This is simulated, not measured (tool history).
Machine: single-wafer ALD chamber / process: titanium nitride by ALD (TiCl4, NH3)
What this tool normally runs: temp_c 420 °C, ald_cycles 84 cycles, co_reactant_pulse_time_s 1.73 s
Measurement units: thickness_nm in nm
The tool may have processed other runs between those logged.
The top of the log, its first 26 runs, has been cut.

run     day  temp_c  ald_cycles  co_reactant_pulse_time_s  read-back reference wafer on the same gauge, thickness_nm  thickness_nm
 27  54.362     420          70                      1.73                                                      1.778         1.579
 28  56.858     433          84                      1.73                                                      1.783         1.896
 29  58.196     420          84                      1.73                                                      1.784         1.893
 30  59.325     434          95                      1.42                                                      1.784         2.134
 31  60.979     420          89                      1.73                                                      1.781         2.003
 32  62.288     420          84                      1.73                                                      1.785         1.889
 33  63.425     414          84                      1.31                                                      1.783          1.87
 34  65.933     411          95                      1.41                                                      1.786         2.116
 35  68.258     410          93                      1.07                                                      1.786         2.059
 36  70.971     420          84                      2.41                                                      1.788         1.913

Branching from run 36: 5 alternative next runs. What would each branch give?
  A  70.996     408          84                      1.73                                                          ?             ?
  B  70.996     430          95                      1.99                                                          ?             ?
  C  70.996     420          91                      1.73                                                          ?             ?
  D  70.996     420          75                      2.22                                                          ?             ?
  E  70.996     406          84                      2.14                                                          ?             ?

run  read-back reference wafer on the same gauge, thickness_nm  thickness_nm
  A                                                      1.786          1.88
  B                                                      1.786          2.15
  C                                                      1.786         2.048
  D                                                      1.786         1.698
  E                                                      1.786         1.891
Had the tool no hidden state, the same runs would have come out as:
run  thickness_nm
  A         1.821
  B         2.082
  C         1.983
  D         1.645
  E         1.831
